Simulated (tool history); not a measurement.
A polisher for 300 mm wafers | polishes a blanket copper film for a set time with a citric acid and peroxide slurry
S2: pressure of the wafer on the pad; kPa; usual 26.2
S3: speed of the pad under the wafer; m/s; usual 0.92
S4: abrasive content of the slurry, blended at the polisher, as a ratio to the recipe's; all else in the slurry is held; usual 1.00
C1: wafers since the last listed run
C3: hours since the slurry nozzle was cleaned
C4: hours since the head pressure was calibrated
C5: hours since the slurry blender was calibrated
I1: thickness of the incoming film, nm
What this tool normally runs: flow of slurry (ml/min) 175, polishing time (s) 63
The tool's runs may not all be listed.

{"run": 1, "hour": 0.0, "flow of slurry (ml/min)": 175, "S2": 26.2, "S3": 0.92, "S4": 1.0, "polishing time (s)": 63, "C1": 0, "wafers polished on this pad": 394, "C3": 54.8, "C4": 182.0, "C5": 235.4, "I1": 1173.5, "film removed (angstrom)": 1491}
{"run": 2, "hour": 33.2, "flow of slurry (ml/min)": 175, "S2": 26.2, "S3": 0.92, "S4": 1.0, "polishing time (s)": 63, "C1": 314, "wafers polished on this pad": 709, "C3": 88.0, "C4": 215.2, "C5": 268.6, "I1": 1199.2, "film removed (angstrom)": 1487}
{"run": 3, "hour": 78.2, "flow of slurry (ml/min)": 175, "S2": 26.2, "S3": 0.92, "S4": 1.0, "polishing time (s)": 63, "C1": 426, "wafers polished on this pad": 1135, "C3": 133.0, "C4": 260.2, "C5": 313.6, "I1": 1181.5, "film removed (angstrom)": 1481}
{"run": 4, "hour": 121.8, "flow of slurry (ml/min)": 175, "S2": 26.2, "S3": 0.92, "S4": 1.0, "polishing time (s)": 58, "C1": 413, "wafers polished on this pad": 1549, "C3": 176.6, "C4": 303.8, "C5": 357.2, "I1": 1193.0, "film removed (angstrom)": 1344}
{"run": 5, "hour": 176.8, "flow of slurry (ml/min)": 175, "S2": 26.2, "S3": 0.92, "S4": 1.0, "polishing time (s)": 63, "C1": 521, "wafers polished on this pad": 2070, "C3": 231.6, "C4": 358.8, "C5": 412.2, "I1": 1186.4, "film removed (angstrom)": 1474}
{"run": 6, "hour": 236.8, "flow of slurry (ml/min)": 175, "S2": 26.2, "S3": 0.92, "S4": 1.0, "polishing time (s)": 63, "C1": 568, "wafers polished on this pad": 2639, "C3": 291.6, "C4": 418.8, "C5": 472.2, "I1": 1187.0, "film removed (angstrom)": 1453}
{"hour": 273.7, "done": "head pressure recalibrated"}
{"run": 7, "hour": 305.5, "flow of slurry (ml/min)": 175, "S2": 26.2, "S3": 0.92, "S4": 1.0, "polishing time (s)": 63, "C1": 632, "wafers polished on this pad": 3271, "C3": 360.3, "C4": 31.8, "C5": 540.9, "I1": 1193.9, "film removed (angstrom)": 1483}
{"hour": 327.1, "done": "slurry blender recalibrated"}
{"run": 8, "hour": 376.8, "flow of slurry (ml/min)": 175, "S2": 26.2, "S3": 0.92, "S4": 1.0, "polishing time (s)": 63, "C1": 656, "wafers polished on this pad": 3928, "C3": 431.6, "C4": 103.1, "C5": 49.7, "I1": 1203.5, "film removed (angstrom)": 1483}
{"hour": 439.8, "done": "worn pad replaced by a new one"}
{"run": 9, "hour": 440.5, "flow of slurry (ml/min)": 175, "S2": 26.2, "S3": 1.06, "S4": 1.0, "polishing time (s)": 63, "C1": 565, "wafers polished on this pad": 6, "C3": 495.3, "C4": 166.8, "C5": 113.4, "I1": 1175.4, "film removed (angstrom)": 1667}
{"hour": 458.7, "done": "slurry nozzle cleaned"}
{"run": 10, "hour": 501.5, "flow of slurry (ml/min)": 175, "S2": 31.0, "S3": 0.92, "S4": 1.1, "polishing time (s)": 63, "C1": 568, "wafers polished on this pad": 575, "C3": 42.8, "C4": 227.8, "C5": 174.4, "I1": 1187.6, "film removed (angstrom)": 1750}
{"run": 11, "hour": 554.1, "flow of slurry (ml/min)": 130, "S2": 26.2, "S3": 0.92, "S4": 1.25, "polishing time (s)": 85, "C1": 498, "wafers polished on this pad": 1074, "C3": 95.4, "C4": 280.4, "C5": 227.0, "I1": 1191.3, "film removed (angstrom)": 1941}
{"run": 12, "hour": 608.1, "flow of slurry (ml/min)": 175, "S2": 18.6, "S3": 0.92, "S4": 0.8, "polishing time (s)": 73, "C1": 511, "wafers polished on this pad": 1585, "C3": 149.4, "C4": 334.4, "C5": 281.0, "I1": 1197.4, "film removed (angstrom)": 1190}
{"run": 13, "hour": 660.6, "flow of slurry (ml/min)": 175, "S2": 20.0, "S3": 1.0, "S4": 0.85, "polishing time (s)": 63, "C1": 497, "wafers polished on this pad": 2083, "C3": 201.9, "C4": 386.9, "C5": 333.5, "I1": 1193.1, "film removed (angstrom)": 1201}
{"run": 14, "hour": 710.0, "flow of slurry (ml/min)": 175, "S2": 26.2, "S3": 0.92, "S4": 1.0, "polishing time (s)": 58, "C1": 468, "wafers polished on this pad": 2551, "C3": 251.3, "C4": 436.3, "C5": 382.9, "I1": 1198.6, "film removed (angstrom)": 1380}
{"run": 15, "hour": 737.4, "flow of slurry (ml/min)": 220, "S2": 32.4, "S3": 0.6, "S4": 1.0, "polishing time (s)": 49, "C1": 259, "wafers polished on this pad": 2811, "C3": 278.7, "C4": 463.7, "C5": 410.3, "I1": 1215.8, "film removed (angstrom)": 1026}
{"hour": 762.8, "done": "slurry blender recalibrated"}
{"run": 16, "hour": 774.6, "flow of slurry (ml/min)": 175, "S2": 34.5, "S3": 0.92, "S4": 1.0, "polishing time (s)": 63, "C1": 333, "wafers polished on this pad": 3145, "C3": 315.9, "C4": 500.9, "C5": 11.8, "I1": 1203.3, "film removed (angstrom)": 1909}
{"hour": 781.5, "done": "head pressure recalibrated"}
{"run": 17, "hour": 839.4, "flow of slurry (ml/min)": 225, "S2": 26.2, "S3": 0.92, "S4": 1.0, "polishing time (s)": 63, "C1": 595, "wafers polished on this pad": 3740, "C3": 380.7, "C4": 57.9, "C5": 76.6, "I1": 1197.2, "film removed (angstrom)": 1564}
{"run": 18, "hour": 887.1, "flow of slurry (ml/min)": 175, "S2": 34.5, "S3": 1.04, "S4": 1.1, "polishing time (s)": 63, "C1": 452, "wafers polished on this pad": 4192, "C3": 428.4, "C4": 105.6, "C5": 124.3, "I1": 1189.3, "film removed (angstrom)": 2182}
{"hour": 916.9, "done": "worn pad replaced by a new one"}
{"run": 19, "hour": 917.4, "flow of slurry (ml/min)": 175, "S2": 18.6, "S3": 0.92, "S4": 1.0, "polishing time (s)": 57, "C1": 249, "wafers polished on this pad": 4, "C3": 458.7, "C4": 135.9, "C5": 154.6, "I1": 1172.6, "film removed (angstrom)": 957}
{"run": 20, "hour": 948.8, "flow of slurry (ml/min)": 175, "S2": 26.2, "S3": 1.1, "S4": 1.0, "polishing time (s)": 63, "C1": 297, "wafers polished on this pad": 302, "C3": 490.1, "C4": 167.3, "C5": 186.0, "I1": 1190.5, "film removed (angstrom)": 1754}
{"run": 21, "hour": 1006.4, "flow of slurry (ml/min)": 160, "S2": 22.8, "S3": 0.92, "S4": 1.0, "polishing time (s)": 56, "C1": 545, "wafers polished on this pad": 848, "C3": 547.7, "C4": 224.9, "C5": 243.6, "I1": 1179.0, "film removed (angstrom)": 1114}
{"hour": 1014.6, "done": "slurry nozzle cleaned"}
{"run": 22, "hour": 1038.6, "flow of slurry (ml/min)": 175, "S2": 26.2, "S3": 0.76, "S4": 1.1, "polishing time (s)": 63, "C1": 295, "wafers polished on this pad": 1144, "C3": 24.0, "C4": 257.1, "C5": 275.8, "I1": 1206.8, "film removed (angstrom)": 1259}
{"run": 23, "hour": 1071.2, "flow of slurry (ml/min)": 175, "S2": 26.2, "S3": 0.64, "S4": 1.0, "polishing time (s)": 63, "C1": 309, "wafers polished on this pad": 1453, "C3": 56.6, "C4": 289.7, "C5": 308.4, "I1": 1186.8, "film removed (angstrom)": 1070}
{"run": 24, "hour": 1113.6, "flow of slurry (ml/min)": 235, "S2": 21.4, "S3": 0.92, "S4": 1.0, "polishing time (s)": 63, "C1": 401, "wafers polished on this pad": 1855, "C3": 99.0, "C4": 332.1, "C5": 350.8, "I1": 1213.6, "film removed (angstrom)": 1248}
{"run": 25, "hour": 1142.9, "flow of slurry (ml/min)": 175, "S2": 21.4, "S3": 0.92, "S4": 0.85, "polishing time (s)": 63, "C1": 277, "wafers polished on this pad": 2132, "C3": 128.3, "C4": 361.4, "C5": 380.1, "I1": 1189.6, "film removed (angstrom)": 1199}
{"run": 26, "hour": 1201.1, "flow of slurry (ml/min)": 175, "S2": 26.2, "S3": 0.92, "S4": 1.0, "polishing time (s)": 63, "C1": 551, "wafers polished on this pad": 2684, "C3": 186.5, "C4": 419.6, "C5": 438.3, "I1": 1166.5, "film removed (angstrom)": 1455}
{"run": 27, "hour": 1226.7, "flow of slurry (ml/min)": 215, "S2": 22.1, "S3": 1.08, "S4": 1.15, "polishing time (s)": 63, "C1": 242, "wafers polished on this pad": 2927, "C3": 212.1, "C4": 445.2, "C5": 463.9, "I1": 1192.3, "film removed (angstrom)": 1527}
{"hour": 1279.6, "done": "slurry blender recalibrated"}
{"run": 28, "hour": 1282.3, "flow of slurry (ml/min)": 175, "S2": 26.2, "S3": 0.92, "S4": 1.25, "polishing time (s)": 72, "C1": 508, "wafers polished on this pad": 3435, "C3": 267.7, "C4": 500.8, "C5": 2.7, "I1": 1204.1, "film removed (angstrom)": 1756}
{"hour": 1320.4, "done": "head pressure recalibrated"}
{"run": 29, "hour": 1390.2, "flow of slurry (ml/min)": 175, "S2": 26.2, "S3": 0.92, "S4": 1.0, "polishing time (s)": 63, "C1": 1003, "wafers polished on this pad": 4439, "C3": 375.6, "C4": 69.8, "C5": 110.6, "I1": 1170.2, "film removed (angstrom)": 1508}
{"hour": 1405.6, "done": "worn pad replaced by a new one"}
{"run": 30, "hour": 1425.5, "flow of slurry (ml/min)": 175, "S2": 30.3, "S3": 1.14, "S4": 1.0, "polishing time (s)": 73, "C1": 296, "wafers polished on this pad": 188, "C3": 410.9, "C4": 105.1, "C5": 145.9, "I1": 1210.2, "film removed (angstrom)": 2373}
{"run": 31, "hour": 1483.0, "flow of slurry (ml/min)": 175, "S2": 26.2, "S3": 0.92, "S4": 1.0, "polishing time (s)": 63, "C1": 545, "wafers polished on this pad": 733, "C3": 468.4, "C4": 162.6, "C5": 203.4, "I1": 1179.1, "film removed (angstrom)": 1460}

What if the next run were any one of these 3? Each begins from the tool's condition after run 31:
{"run": "A", "hour": 1483.4, "flow of slurry (ml/min)": 175, "S2": 26.2, "S3": 0.66, "S4": 1.0, "polishing time (s)": 63, "C1": 3, "wafers polished on this pad": 737, "C3": 468.8, "C4": 163.0, "C5": 203.8, "I1": 1191.5, "film removed (angstrom)": "?"}
{"run": "B", "hour": 1483.4, "flow of slurry (ml/min)": 175, "S2": 20.7, "S3": 0.92, "S4": 1.0, "polishing time (s)": 63, "C1": 3, "wafers polished on this pad": 737, "C3": 468.8, "C4": 163.0, "C5": 203.8, "I1": 1191.5, "film removed (angstrom)": "?"}
{"run": "C", "hour": 1483.4, "flow of slurry (ml/min)": 155, "S2": 22.8, "S3": 0.82, "S4": 1.0, "polishing time (s)": 63, "C1": 3, "wafers polished on this pad": 737, "C3": 468.8, "C4": 163.0, "C5": 203.8, "I1": 1191.5, "film removed (angstrom)": "?"}

run=A film_removed_(angstrom)=1111
run=B film_removed_(angstrom)=1174
run=C film_removed_(angstrom)=1141
Without the tool's hidden state the same runs would have given:
run=A film_removed_(angstrom)=1111
run=B film_removed_(angstrom)=1174
run=C film_removed_(angstrom)=1141

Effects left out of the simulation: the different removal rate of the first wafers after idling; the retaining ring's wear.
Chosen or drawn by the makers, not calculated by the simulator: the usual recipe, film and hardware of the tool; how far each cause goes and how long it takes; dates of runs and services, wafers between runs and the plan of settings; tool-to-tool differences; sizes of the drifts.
